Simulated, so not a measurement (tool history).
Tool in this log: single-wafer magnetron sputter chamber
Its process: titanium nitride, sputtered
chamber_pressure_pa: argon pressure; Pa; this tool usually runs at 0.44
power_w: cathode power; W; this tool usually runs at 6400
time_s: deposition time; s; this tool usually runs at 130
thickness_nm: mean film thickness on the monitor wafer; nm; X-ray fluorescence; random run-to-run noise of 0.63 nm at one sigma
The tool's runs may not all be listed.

run    hour  chamber_pressure_pa  power_w  time_s  wafers since the last listed run  wafers on the sputter target  hours since the last manometer calibration  hours since the magnet pack was replaced  hours since the gauge calibration  read-back reference wafer on the same gauge, thickness_nm  thickness_nm
  1       0                 0.44     6950     130                                 0                          2159                                       482.5                                    5468.1                              752.5                                                    146.081       163.332
  2    69.2                 0.44     6400     120                               947                          3106                                       551.7                                    5537.3                              821.7                                                    145.844       139.107
      325.3  -- sputter target and shields replaced
  3   337.1                 0.44     6400     120                              3556                           161                                       819.6                                    5805.2                             1089.6                                                    145.923       138.873
  4   409.2                 0.44     6400     130                               986                          1147                                       891.7                                    5877.3                             1161.7                                                      146.2       149.293
  5   503.4                 0.44     6400     130                              1289                          2436                                       985.9                                    5971.5                             1255.9                                                     145.87       149.417
  6   603.6                 0.44     6400     130                              1371                          3808                                      1086.1                                    6071.7                             1356.1                                                    145.928       149.564
      696.6  -- sputter target and shields replaced
  7     710                 0.44     6400     130                              1346                           182                                      1192.5                                    6178.1                             1462.5                                                    145.976       149.767
  8   770.1                 0.44     6400     130                               822                          1005                                      1252.6                                    6238.2                             1522.6                                                    145.809        148.88
  9   860.3                 0.44     6400     130                              1234                          2239                                      1342.8                                    6328.4                             1612.8                                                    146.182       148.949
 10   913.8                0.498     6400     130                               732                          2971                                      1396.3                                    6381.9                             1666.3                                                    145.925        145.12
 11   966.3                0.498     6400     130                               718                          3690                                      1448.8                                    6434.4                             1718.8                                                    145.833        144.31
 12  1039.4                0.498     6400     130                              1000                          4690                                      1521.9                                    6507.5                             1791.9                                                     146.05       144.523
     1089.1  -- sputter target and shields replaced
 13  1089.6                 0.44     6400     150                               577                             7                                      1572.1                                    6557.7                             1842.1                                                    145.837       169.611
     1108.4  -- capacitance manometer re-zeroed and calibrated
 14  1127.6                 0.44     6400     150                               410                           417                                        19.2                                    6595.7                             1880.1                                                    146.155       169.812
 15  1202.4                 0.44     5950     130                              1023                          1441                                          94                                    6670.5                             1954.9                                                    145.937       137.164
 16  1258.8                0.494     5200     148                               771                          2213                                       150.4                                    6726.9                             2011.3                                                    145.908       133.584
 17  1357.6                0.498     6400     130                              1352                          3565                                       249.2                                    6825.7                             2110.1                                                    145.954       141.696
 18  1407.6                0.277     5600     121                               684                          4249                                       299.2                                    6875.7                             2160.1                                                    145.871       131.954
     1417.9  -- gauge calibrated
     1434.1  -- capacitance manometer re-zeroed and calibrated, repeated, since the last time left the tool worse
 19  1444.4                0.357     6400     130                               394                          4643                                        10.3                                    6912.5                               26.5                                                    146.179       156.856
     1494.1  -- sputter target and shields replaced
 20  1494.6                0.279     6400     130                               577                             6                                        60.5                                    6962.7                               76.7                                                    145.887       161.956
     1535.7  -- magnet pack replaced
 21  1559.7                 0.44     6400     130                               781                           788                                       125.6                                        24                              141.8                                                    145.866       150.015
 22  1624.6                 0.44     5900     130                               888                          1676                                       190.5                                      88.9                              206.7                                                    146.081       140.077
 23  1708.5                 0.44     6400     130                              1148                          2824                                       274.4                                     172.8                              290.6                                                    146.117       150.532
 24    1813                0.315     5400     130                              1430                          4254                                       378.9                                     277.3                              395.1                                                    146.116        136.55
     1867.5  -- sputter target and shields replaced
 25    1868                0.292     6400     111                               643                             6                                       433.9                                     332.3                              450.1                                                    146.033       136.842
 26  1971.5                0.355     5800     137                              1416                          1422                                       537.4                                     435.8                              553.6                                                        146       150.757
 27  2038.8                0.487     7050     130                               921                          2343                                       604.7                                     503.1                              620.9                                                    146.256       161.757
 28  2106.4                 0.44     6850     105                               925                          3268                                       672.3                                     570.7                              688.5                                                    146.116       130.662

Difference, measured minus no-hidden-state, one row per run. Run-to-run variation is common to both terms; the gauge's own scatter need not be:
Hidden state present: deposition rate above that of a new target (%); true argon pressure above the setpoint (%); gauge reads high (%).
run  thickness_nm
  1        -1.185
  2         -1.13
  3        -1.595
  4         -1.85
  5        -2.028
  6        -2.219
  7        -2.422
  8         -2.52
  9        -2.691
 10        -3.114
 11        -3.205
 12        -3.363
 13        -3.554
 14        -5.679
 15        -4.717
 16        -5.326
 17        -5.904
 18        -2.821
 19        +0.059
 20        -0.015
 21        -0.145
 22        -0.249
 23        -0.425
 24        -0.383
 25        -0.408
 26        -0.722
 27        -1.256
 28        -1.019

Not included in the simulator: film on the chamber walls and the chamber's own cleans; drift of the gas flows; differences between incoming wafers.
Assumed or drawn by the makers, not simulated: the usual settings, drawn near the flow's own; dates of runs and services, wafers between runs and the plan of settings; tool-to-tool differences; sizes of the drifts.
